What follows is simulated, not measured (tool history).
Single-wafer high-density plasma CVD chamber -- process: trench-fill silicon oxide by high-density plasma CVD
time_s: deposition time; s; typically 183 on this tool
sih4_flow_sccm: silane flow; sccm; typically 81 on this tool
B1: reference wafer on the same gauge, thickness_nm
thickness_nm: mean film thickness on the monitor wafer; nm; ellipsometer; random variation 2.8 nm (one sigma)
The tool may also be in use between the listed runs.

{"run": 1, "hour": 0.0, "time_s": 183, "sih4_flow_sccm": 81, "B1": 1549.893, "thickness_nm": 1698.749}
{"run": 2, "hour": 19.4, "time_s": 183, "sih4_flow_sccm": 81, "B1": 1550.367, "thickness_nm": 1694.426}
{"run": 3, "hour": 47.9, "time_s": 183, "sih4_flow_sccm": 81, "B1": 1549.74, "thickness_nm": 1696.749}
{"run": 4, "hour": 68.2, "time_s": 163, "sih4_flow_sccm": 92, "B1": 1549.67, "thickness_nm": 1692.655}
{"run": 5, "hour": 94.9, "time_s": 163, "sih4_flow_sccm": 92, "B1": 1550.269, "thickness_nm": 1695.129}
{"run": 6, "hour": 128.3, "time_s": 163, "sih4_flow_sccm": 92, "B1": 1549.218, "thickness_nm": 1691.34}
{"run": 7, "hour": 155.5, "time_s": 204, "sih4_flow_sccm": 91, "B1": 1548.618, "thickness_nm": 2106.62}
{"run": 8, "hour": 177.8, "time_s": 204, "sih4_flow_sccm": 91, "B1": 1549.379, "thickness_nm": 2105.862}
{"run": 9, "hour": 208.1, "time_s": 204, "sih4_flow_sccm": 91, "B1": 1548.958, "thickness_nm": 2103.162}
{"run": 10, "hour": 232.8, "time_s": 183, "sih4_flow_sccm": 81, "B1": 1549.964, "thickness_nm": 1708.742}
{"run": 11, "hour": 247.4, "time_s": 167, "sih4_flow_sccm": 81, "B1": 1549.971, "thickness_nm": 1555.779}
{"run": 12, "hour": 282.5, "time_s": 210, "sih4_flow_sccm": 69, "B1": 1549.196, "thickness_nm": 1700.795}
{"run": 13, "hour": 297.1, "time_s": 193, "sih4_flow_sccm": 72, "B1": 1549.539, "thickness_nm": 1624.768}
{"run": 14, "hour": 354.6, "time_s": 214, "sih4_flow_sccm": 81, "B1": 1549.718, "thickness_nm": 1999.264}
{"run": 15, "hour": 375.1, "time_s": 183, "sih4_flow_sccm": 85, "B1": 1549.648, "thickness_nm": 1784.593}
{"hour": 382.0, "done": "gauge calibrated"}
{"run": 16, "hour": 393.0, "time_s": 208, "sih4_flow_sccm": 95, "B1": 1550.051, "thickness_nm": 2234.835}
{"run": 17, "hour": 413.6, "time_s": 205, "sih4_flow_sccm": 81, "B1": 1550.013, "thickness_nm": 1918.497}
{"hour": 456.0, "done": "silane flow controller replaced"}
{"run": 18, "hour": 495.9, "time_s": 204, "sih4_flow_sccm": 91, "B1": 1550.093, "thickness_nm": 2014.401}
{"run": 19, "hour": 568.3, "time_s": 183, "sih4_flow_sccm": 81, "B1": 1550.312, "thickness_nm": 1626.86}
{"run": 20, "hour": 589.7, "time_s": 215, "sih4_flow_sccm": 85, "B1": 1549.812, "thickness_nm": 1994.598}
{"run": 21, "hour": 604.5, "time_s": 162, "sih4_flow_sccm": 68, "B1": 1549.916, "thickness_nm": 1231.073}
{"run": 22, "hour": 617.5, "time_s": 215, "sih4_flow_sccm": 85, "B1": 1549.78, "thickness_nm": 1992.956}

Here are 4 independent what-if runs from the current tool condition. What would each one return?
{"run": "A", "hour": 618.0, "time_s": 183, "sih4_flow_sccm": 81, "B1": "?", "thickness_nm": "?"}
{"run": "B", "hour": 618.0, "time_s": 219, "sih4_flow_sccm": 69, "B1": "?", "thickness_nm": "?"}
{"run": "C", "hour": 618.0, "time_s": 183, "sih4_flow_sccm": 72, "B1": "?", "thickness_nm": "?"}
{"run": "D", "hour": 618.0, "time_s": 156, "sih4_flow_sccm": 72, "B1": "?", "thickness_nm": "?"}

run=A B1=1550.545 thickness_nm=1625.721
run=B B1=1550.545 thickness_nm=1688.589
run=C B1=1550.545 thickness_nm=1464.69
run=D B1=1550.545 thickness_nm=1248.588
With no hidden state in the tool, these same runs would have given:
run=A thickness_nm=1638.082
run=B thickness_nm=1701.427
run=C thickness_nm=1475.826
run=D thickness_nm=1258.081

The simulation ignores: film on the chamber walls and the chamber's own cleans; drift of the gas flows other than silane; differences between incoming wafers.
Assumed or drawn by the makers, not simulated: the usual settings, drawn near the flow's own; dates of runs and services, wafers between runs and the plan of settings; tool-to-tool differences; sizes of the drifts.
